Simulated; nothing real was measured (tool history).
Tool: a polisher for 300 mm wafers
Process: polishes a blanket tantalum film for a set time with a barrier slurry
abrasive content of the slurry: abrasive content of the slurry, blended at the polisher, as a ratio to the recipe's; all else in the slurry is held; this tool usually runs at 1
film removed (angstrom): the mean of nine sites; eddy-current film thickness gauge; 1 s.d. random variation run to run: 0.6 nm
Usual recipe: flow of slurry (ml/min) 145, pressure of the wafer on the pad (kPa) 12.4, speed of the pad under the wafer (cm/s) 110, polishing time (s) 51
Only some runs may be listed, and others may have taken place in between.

| run | day | flow of slurry (ml/min) | pressure of the wafer on the pad (kPa) | speed of the pad under the wafer (cm/s) | abrasive content of the slurry | polishing time (s) | incoming thickness of the incoming film, nm | film removed (angstrom) |
|---|---|---|---|---|---|---|---|---|
| 1 | 0 | 180 | 12.4 | 110 | 1 | 51 | 249.9 | 955 |
|  | 1.371 | worn pad replaced by a new one |
| 2 | 1.392 | 145 | 13.8 | 110 | 1 | 51 | 252.8 | 1003 |
| 3 | 2.388 | 145 | 12.4 | 110 | 1 | 51 | 254 | 926 |
| 4 | 3.288 | 145 | 12.4 | 110 | 1 | 51 | 250.4 | 914 |
| 5 | 3.962 | 145 | 12.4 | 110 | 1 | 51 | 248.8 | 914 |
| 6 | 5.371 | 145 | 12.4 | 110 | 0.85 | 62 | 247.3 | 1047 |
|  | 6.429 | worn pad replaced by a new one |
| 7 | 6.829 | 145 | 12.4 | 110 | 1 | 51 | 248.8 | 897 |
| 8 | 7.983 | 145 | 12.4 | 110 | 1 | 51 | 250.2 | 887 |
| 9 | 9.425 | 145 | 12.4 | 110 | 0.8 | 51 | 250.1 | 830 |
|  | 10 | head pressure recalibrated |
| 10 | 10.2 | 145 | 12.4 | 110 | 0.8 | 51 | 248.1 | 892 |
| 11 | 10.829 | 145 | 12.4 | 110 | 1 | 51 | 252.3 | 958 |
|  | 11.667 | slurry nozzle cleaned |
| 12 | 11.688 | 175 | 10.3 | 84 | 1 | 59 | 249.1 | 781 |
|  | 11.883 | worn pad replaced by a new one |
|  | 12.042 | slurry blender recalibrated |
| 13 | 12.821 | 145 | 12.4 | 76 | 1.1 | 51 | 251.9 | 675 |
| 14 | 13.662 | 190 | 12.4 | 110 | 1.25 | 51 | 252.4 | 1064 |
| 15 | 15.025 | 195 | 12.4 | 124 | 1 | 35 | 249.7 | 773 |
| 16 | 15.946 | 120 | 12.4 | 132 | 0.7 | 58 | 250.5 | 1115 |
|  | 17.1 | worn pad replaced by a new one |
| 17 | 17.121 | 145 | 12.4 | 110 | 1 | 51 | 248.7 | 943 |
| 18 | 17.758 | 145 | 12.4 | 110 | 1 | 51 | 253.5 | 957 |
| 19 | 18.862 | 145 | 13.8 | 92 | 0.75 | 51 | 252.4 | 773 |
| 20 | 20.279 | 165 | 14.5 | 110 | 1 | 51 | 246.3 | 1062 |
| 21 | 21.392 | 180 | 14.5 | 138 | 1 | 44 | 253.2 | 1176 |
|  | 21.942 | worn pad replaced by a new one |
| 22 | 22.638 | 145 | 10.3 | 110 | 1 | 51 | 252.6 | 830 |
| 23 | 23.925 | 145 | 9.7 | 110 | 0.75 | 51 | 251.9 | 721 |

What if the next run were any one of these 4? Each begins from the tool's condition after run 23:
| A | 23.942 | 145 | 12.4 | 110 | 1 | 67 | 251.2 | ? |
| B | 23.942 | 180 | 13.8 | 140 | 0.8 | 51 | 251.2 | ? |
| C | 23.942 | 145 | 9 | 136 | 1.1 | 51 | 251.2 | ? |
| D | 23.942 | 145 | 12.4 | 110 | 0.7 | 59 | 251.2 | ? |

| run | film removed (angstrom) |
|---|---|
| A | 1212 |
| B | 1213 |
| C | 955 |
| D | 946 |
With the hidden condition removed and each run's random variation left untouched, the same runs would have given:
| run | film removed (angstrom) |
|---|---|
| A | 1239 |
| B | 1240 |
| C | 977 |
| D | 967 |

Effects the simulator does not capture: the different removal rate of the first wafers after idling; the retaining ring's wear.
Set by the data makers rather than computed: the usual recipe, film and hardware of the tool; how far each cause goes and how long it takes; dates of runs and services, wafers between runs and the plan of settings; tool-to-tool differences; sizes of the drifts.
